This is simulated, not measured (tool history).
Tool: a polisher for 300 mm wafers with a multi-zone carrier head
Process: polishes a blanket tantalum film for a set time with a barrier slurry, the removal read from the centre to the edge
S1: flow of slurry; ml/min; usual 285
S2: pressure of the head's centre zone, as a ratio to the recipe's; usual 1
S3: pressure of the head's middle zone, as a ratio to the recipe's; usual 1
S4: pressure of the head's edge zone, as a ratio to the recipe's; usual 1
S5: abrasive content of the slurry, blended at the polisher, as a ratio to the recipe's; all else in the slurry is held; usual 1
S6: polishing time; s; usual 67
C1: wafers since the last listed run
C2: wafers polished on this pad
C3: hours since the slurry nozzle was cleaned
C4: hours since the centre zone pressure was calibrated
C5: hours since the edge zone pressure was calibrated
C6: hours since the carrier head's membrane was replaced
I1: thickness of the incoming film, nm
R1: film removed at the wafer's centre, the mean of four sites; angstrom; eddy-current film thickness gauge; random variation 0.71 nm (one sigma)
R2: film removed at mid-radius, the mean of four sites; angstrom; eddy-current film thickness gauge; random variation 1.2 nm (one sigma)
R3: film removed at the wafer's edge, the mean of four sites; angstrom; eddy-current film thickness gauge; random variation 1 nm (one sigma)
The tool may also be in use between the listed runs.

run 1 hour=0 | S1=285 S2=1 S3=1 S4=1 S5=1 S6=67 | C1=0 C2=197 C3=471.2 C4=1001.3 C5=329.3 C6=414.6 | I1=260.3 | R1=950 R2=965 R3=1005
run 2 hour=16.3 | S1=285 S2=1 S3=1 S4=1 S5=1 S6=67 | C1=107 C2=304 C3=487.5 C4=1017.6 C5=345.6 C6=430.9 | I1=263.4 | R1=944 R2=997 R3=994
run 3 hour=30 | S1=285 S2=1 S3=1 S4=1 S5=1 S6=67 | C1=90 C2=394 C3=501.2 C4=1031.3 C5=359.3 C6=444.6 | I1=260.8 | R1=949 R2=973 R3=994
run 4 hour=42.5 | S1=285 S2=1 S3=1 S4=1 S5=1 S6=67 | C1=82 C2=476 C3=513.7 C4=1043.8 C5=371.8 C6=457.1 | I1=262.6 | R1=939 R2=974 R3=986
run 5 hour=49.2 | S1=285 S2=1 S3=1 S4=1 S5=1 S6=67 | C1=44 C2=520 C3=520.4 C4=1050.5 C5=378.5 C6=463.8 | I1=256.5 | R1=947 R2=972 R3=990
run 6 hour=64.1 | S1=285 S2=1 S3=0.94 S4=1 S5=1 S6=72 | C1=97 C2=618 C3=535.3 C4=1065.4 C5=393.4 C6=478.7 | I1=259.6 | R1=1009 R2=1005 R3=1070
run 7 hour=74.2 | S1=285 S2=1 S3=0.94 S4=1 S5=1 S6=72 | C1=66 C2=685 C3=545.4 C4=1075.5 C5=403.5 C6=488.8 | I1=260.4 | R1=992 R2=985 R3=1053
-- hour=86.9 worn pad replaced by a new one
run 8 hour=87.4 | S1=285 S2=1.09 S3=1 S4=1 S5=1 S6=67 | C1=60 C2=3 C3=558.6 C4=1088.7 C5=416.7 C6=502 | I1=259.5 | R1=1004 R2=969 R3=983
run 9 hour=91.7 | S1=285 S2=1 S3=1 S4=1 S5=1 S6=67 | C1=28 C2=31 C3=562.9 C4=1093 C5=421 C6=506.3 | I1=256.8 | R1=942 R2=956 R3=980
-- hour=97.9 slurry nozzle cleaned
-- hour=100 carrier head's membrane replaced by a new one
run 10 hour=105.7 | S1=285 S2=0.92 S3=1 S4=1 S5=1 S6=67 | C1=71 C2=102 C3=7.8 C4=1107 C5=435 C6=5.7 | I1=258.3 | R1=908 R2=977 R3=1019
run 11 hour=113 | S1=375 S2=1.11 S3=1 S4=1 S5=0.8 S6=89 | C1=47 C2=150 C3=15.1 C4=1114.3 C5=442.3 C6=13 | I1=260 | R1=1330 R2=1218 R3=1233
run 12 hour=145.6 | S1=285 S2=1 S3=1 S4=1 S5=1 S6=85 | C1=214 C2=365 C3=47.7 C4=1146.9 C5=474.9 C6=45.6 | I1=259.1 | R1=1243 R2=1269 R3=1267
-- hour=164.2 centre zone pressure recalibrated
run 13 hour=164.7 | S1=285 S2=1 S3=1 S4=0.96 S5=1 S6=74 | C1=112 C2=477 C3=66.8 C4=0.5 C5=494 C6=64.7 | I1=260.7 | R1=1086 R2=1121 R3=1107
run 14 hour=178.6 | S1=285 S2=1 S3=1 S4=1.06 S5=0.7 S6=67 | C1=91 C2=568 C3=80.7 C4=14.4 C5=507.9 C6=78.6 | I1=263.1 | R1=807 R2=841 R3=875
-- hour=188.2 edge zone pressure recalibrated
run 15 hour=190.3 | S1=285 S2=1 S3=1 S4=1 S5=1 S6=67 | C1=63 C2=632 C3=92.4 C4=26.1 C5=2.1 C6=90.3 | I1=257.9 | R1=966 R2=994 R3=1013
-- hour=196.9 worn pad replaced by a new one
run 16 hour=202.3 | S1=285 S2=0.94 S3=1 S4=0.9 S5=1.25 S6=60 | C1=52 C2=35 C3=104.4 C4=38.1 C5=14.1 C6=102.3 | I1=258 | R1=887 R2=954 R3=927
run 17 hour=227.3 | S1=285 S2=1 S3=1 S4=1 S5=1 S6=67 | C1=164 C2=199 C3=129.4 C4=63.1 C5=39.1 C6=127.3 | I1=258.9 | R1=975 R2=998 R3=1023
run 18 hour=236.6 | S1=285 S2=1.1 S3=0.96 S4=1 S5=0.75 S6=74 | C1=61 C2=260 C3=138.7 C4=72.4 C5=48.4 C6=136.6 | I1=259.9 | R1=1014 R2=913 R3=992

5 ways to go on from here, each from the tool as it stands after run 18. What would each give?
run A hour=237 | S1=320 S2=1 S3=1 S4=1 S5=1 S6=67 | C1=2 C2=263 C3=139.1 C4=72.8 C5=48.8 C6=137 | I1=261.9 | R1=? R2=? R3=?
run B hour=237 | S1=230 S2=1 S3=1 S4=1.04 S5=1 S6=67 | C1=2 C2=263 C3=139.1 C4=72.8 C5=48.8 C6=137 | I1=261.9 | R1=? R2=? R3=?
run C hour=237 | S1=345 S2=1.06 S3=1 S4=1.04 S5=1 S6=67 | C1=2 C2=263 C3=139.1 C4=72.8 C5=48.8 C6=137 | I1=261.9 | R1=? R2=? R3=?
run D hour=237 | S1=285 S2=1 S3=1 S4=1 S5=0.9 S6=67 | C1=2 C2=263 C3=139.1 C4=72.8 C5=48.8 C6=137 | I1=261.9 | R1=? R2=? R3=?
run E hour=237 | S1=285 S2=1.05 S3=1 S4=1 S5=1 S6=67 | C1=2 C2=263 C3=139.1 C4=72.8 C5=48.8 C6=137 | I1=261.9 | R1=? R2=? R3=?

run=A R1=986 R2=993 R3=1019
run=B R1=942 R2=953 R3=1007
run=C R1=1048 R2=1000 R3=1044
run=D R1=930 R2=938 R3=966
run=E R1=1016 R2=980 R3=1009
Without the tool's hidden state the same runs would have given:
run=A R1=996 R2=1002 R3=1026
run=B R1=956 R2=966 R3=1018
run=C R1=1059 R2=1009 R3=1052
run=D R1=942 R2=949 R3=974
run=E R1=1028 R2=991 R3=1017
